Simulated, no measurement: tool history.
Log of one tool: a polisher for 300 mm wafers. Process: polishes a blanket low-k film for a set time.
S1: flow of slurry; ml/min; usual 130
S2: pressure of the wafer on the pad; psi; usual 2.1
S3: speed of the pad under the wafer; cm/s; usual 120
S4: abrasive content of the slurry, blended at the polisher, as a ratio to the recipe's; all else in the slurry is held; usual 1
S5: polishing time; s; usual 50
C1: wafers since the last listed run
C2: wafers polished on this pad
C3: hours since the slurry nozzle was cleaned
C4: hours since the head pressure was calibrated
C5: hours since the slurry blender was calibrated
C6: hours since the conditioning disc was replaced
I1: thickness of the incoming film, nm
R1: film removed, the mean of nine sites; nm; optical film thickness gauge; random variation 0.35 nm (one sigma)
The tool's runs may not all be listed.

{"run": 1, "hour": 0.0, "S1": 130, "S2": 1.7, "S3": 120, "S4": 1.25, "S5": 50, "C1": 0, "C2": 180, "C3": 795.3, "C4": 370, "C5": 276.4, "C6": 7.5, "I1": 474.9, "R1": 25.5}
{"run": 2, "hour": 17.3, "S1": 130, "S2": 2.1, "S3": 136, "S4": 1, "S5": 50, "C1": 158, "C2": 338, "C3": 812.6, "C4": 387.3, "C5": 293.7, "C6": 24.8, "I1": 472, "R1": 29.8}
{"run": 3, "hour": 31.8, "S1": 130, "S2": 2.1, "S3": 136, "S4": 1, "S5": 50, "C1": 132, "C2": 471, "C3": 827.1, "C4": 401.8, "C5": 308.2, "C6": 39.3, "I1": 469.4, "R1": 30}
{"hour": 36.6, "done": "slurry blender recalibrated"}
{"run": 4, "hour": 44.3, "S1": 130, "S2": 2.1, "S3": 120, "S4": 1, "S5": 50, "C1": 95, "C2": 567, "C3": 839.6, "C4": 414.3, "C5": 7.7, "C6": 51.8, "I1": 471.1, "R1": 27}
{"run": 5, "hour": 61.6, "S1": 130, "S2": 1.7, "S3": 102, "S4": 1, "S5": 45, "C1": 158, "C2": 725, "C3": 856.9, "C4": 431.6, "C5": 25, "C6": 69.1, "I1": 475.8, "R1": 16.7}
{"run": 6, "hour": 79.1, "S1": 130, "S2": 2.1, "S3": 120, "S4": 1, "S5": 50, "C1": 159, "C2": 885, "C3": 874.4, "C4": 449.1, "C5": 42.5, "C6": 86.6, "I1": 470.8, "R1": 25.2}
{"run": 7, "hour": 115.2, "S1": 130, "S2": 2.1, "S3": 120, "S4": 1, "S5": 50, "C1": 329, "C2": 1215, "C3": 910.5, "C4": 485.2, "C5": 78.6, "C6": 122.7, "I1": 473, "R1": 23.6}
{"hour": 122.4, "done": "worn pad replaced by a new one"}
{"run": 8, "hour": 122.9, "S1": 130, "S2": 1.6, "S3": 120, "S4": 1, "S5": 50, "C1": 33, "C2": 4, "C3": 918.2, "C4": 492.9, "C5": 86.3, "C6": 130.4, "I1": 469.4, "R1": 21}
{"run": 9, "hour": 133.8, "S1": 130, "S2": 1.5, "S3": 120, "S4": 1.2, "S5": 50, "C1": 99, "C2": 104, "C3": 929.1, "C4": 503.8, "C5": 97.2, "C6": 141.3, "I1": 477.3, "R1": 21.1}
{"run": 10, "hour": 143.9, "S1": 130, "S2": 2.1, "S3": 120, "S4": 1, "S5": 61, "C1": 92, "C2": 196, "C3": 939.2, "C4": 513.9, "C5": 107.3, "C6": 151.4, "I1": 471.8, "R1": 32.3}
{"hour": 144.9, "done": "slurry nozzle cleaned"}
{"run": 11, "hour": 153.6, "S1": 130, "S2": 2.1, "S3": 120, "S4": 1.1, "S5": 50, "C1": 79, "C2": 275, "C3": 8.7, "C4": 523.6, "C5": 117, "C6": 161.1, "I1": 468.3, "R1": 30.6}
{"run": 12, "hour": 170.2, "S1": 170, "S2": 2.1, "S3": 108, "S4": 1, "S5": 38, "C1": 151, "C2": 427, "C3": 25.3, "C4": 540.2, "C5": 133.6, "C6": 177.7, "I1": 480.9, "R1": 20.8}
{"hour": 185.6, "done": "head pressure recalibrated"}
{"run": 13, "hour": 186.1, "S1": 130, "S2": 2.1, "S3": 152, "S4": 1, "S5": 60, "C1": 127, "C2": 554, "C3": 41.2, "C4": 0.5, "C5": 149.5, "C6": 193.6, "I1": 472.4, "R1": 42.4}
{"run": 14, "hour": 194.3, "S1": 130, "S2": 2.1, "S3": 120, "S4": 1, "S5": 50, "C1": 74, "C2": 629, "C3": 49.4, "C4": 8.7, "C5": 157.7, "C6": 201.8, "I1": 465.5, "R1": 28.7}
{"run": 15, "hour": 204.2, "S1": 160, "S2": 1.8, "S3": 120, "S4": 1, "S5": 65, "C1": 90, "C2": 720, "C3": 59.3, "C4": 18.6, "C5": 167.6, "C6": 211.7, "I1": 466, "R1": 32.4}
{"hour": 219.0, "done": "conditioning disc replaced and pad reconditioned"}
{"run": 16, "hour": 234.8, "S1": 130, "S2": 2.1, "S3": 104, "S4": 1, "S5": 50, "C1": 261, "C2": 981, "C3": 89.9, "C4": 49.2, "C5": 198.2, "C6": 15.8, "I1": 463.4, "R1": 24.3}
{"hour": 248.5, "done": "worn pad replaced by a new one"}
{"run": 17, "hour": 249.0, "S1": 130, "S2": 2.1, "S3": 120, "S4": 1, "S5": 50, "C1": 93, "C2": 4, "C3": 104.1, "C4": 63.4, "C5": 212.4, "C6": 30, "I1": 469.2, "R1": 29.4}
{"run": 18, "hour": 255.2, "S1": 130, "S2": 2.1, "S3": 120, "S4": 1, "S5": 50, "C1": 56, "C2": 61, "C3": 110.3, "C4": 69.6, "C5": 218.6, "C6": 36.2, "I1": 465.5, "R1": 29.6}
{"run": 19, "hour": 272.1, "S1": 165, "S2": 2.4, "S3": 120, "S4": 0.75, "S5": 66, "C1": 154, "C2": 216, "C3": 127.2, "C4": 86.5, "C5": 235.5, "C6": 53.1, "I1": 464.1, "R1": 38.2}
{"run": 20, "hour": 304.3, "S1": 130, "S2": 2.1, "S3": 120, "S4": 1, "S5": 50, "C1": 294, "C2": 510, "C3": 159.4, "C4": 118.7, "C5": 267.7, "C6": 85.3, "I1": 469.5, "R1": 28.6}
{"hour": 308.7, "done": "slurry blender recalibrated"}
{"run": 21, "hour": 318.3, "S1": 145, "S2": 2.1, "S3": 120, "S4": 0.85, "S5": 50, "C1": 109, "C2": 620, "C3": 173.4, "C4": 132.7, "C5": 9.6, "C6": 99.3, "I1": 465.8, "R1": 26.1}
{"run": 22, "hour": 327.7, "S1": 130, "S2": 2.4, "S3": 144, "S4": 1, "S5": 50, "C1": 85, "C2": 705, "C3": 182.8, "C4": 142.1, "C5": 19, "C6": 108.7, "I1": 477.2, "R1": 37.4}
{"run": 23, "hour": 338.4, "S1": 130, "S2": 1.4, "S3": 120, "S4": 1, "S5": 50, "C1": 97, "C2": 803, "C3": 193.5, "C4": 152.8, "C5": 29.7, "C6": 119.4, "I1": 466.3, "R1": 18.7}
{"run": 24, "hour": 352.7, "S1": 130, "S2": 2.8, "S3": 86, "S4": 1, "S5": 50, "C1": 130, "C2": 934, "C3": 207.8, "C4": 167.1, "C5": 44, "C6": 133.7, "I1": 472.5, "R1": 27.8}
{"run": 25, "hour": 368.4, "S1": 110, "S2": 2.1, "S3": 108, "S4": 1.2, "S5": 50, "C1": 143, "C2": 1077, "C3": 223.5, "C4": 182.8, "C5": 59.7, "C6": 149.4, "I1": 469.6, "R1": 26.3}

How the hidden state differs across the entries between the runs, from the last listed run before each to the first after it:
Between runs 3 and 4: slurry blender recalibrated (hour 36.6)
  removal rate lost through wear of the pad, %: 2.41 -> 3.32; slurry flow missing at the pad, %: 38.8 -> 39.9
  measured less the result without the state, R1: -3.1 -> -3.1 nm
Between runs 7 and 8: worn pad replaced by a new one (hour 122.4)
  removal rate lost through wear of the pad, %: 12.1 -> 0.852; slurry flow missing at the pad, %: 46.3 -> 47
  measured less the result without the state, R1: -5.8 -> -2.3 nm
Between runs 10 and 11: slurry nozzle cleaned (hour 144.9)
  removal rate lost through wear of the pad, %: 1.13 -> 1.44; slurry flow missing at the pad, %: 49 -> 2.22
  measured less the result without the state, R1: -3.8 -> -0.5 nm
Between runs 12 and 13: head pressure recalibrated (hour 185.6)
  removal rate lost through wear of the pad, %: 2.24 -> 3.32; slurry flow missing at the pad, %: 2.25 -> 2.3
  measured less the result without the state, R1: -0.6 -> -1.6 nm
Between runs 15 and 16: conditioning disc replaced and pad reconditioned (hour 219)
  removal rate lost through wear of the pad, %: 4.93 -> 8.55; slurry flow missing at the pad, %: 2.39 -> 2.63
  measured less the result without the state, R1: -1.8 -> -2.4 nm
Between runs 16 and 17: worn pad replaced by a new one (hour 248.5)
  removal rate lost through wear of the pad, %: 8.55 -> 1.3; slurry flow missing at the pad, %: 2.63 -> 2.77
  measured less the result without the state, R1: -2.4 -> -0.5 nm
Between runs 20 and 21: slurry blender recalibrated (hour 308.7)
  removal rate lost through wear of the pad, %: 3.2 -> 4.27; slurry flow missing at the pad, %: 3.52 -> 3.76
  measured less the result without the state, R1: -1.1 -> -1.3 nm

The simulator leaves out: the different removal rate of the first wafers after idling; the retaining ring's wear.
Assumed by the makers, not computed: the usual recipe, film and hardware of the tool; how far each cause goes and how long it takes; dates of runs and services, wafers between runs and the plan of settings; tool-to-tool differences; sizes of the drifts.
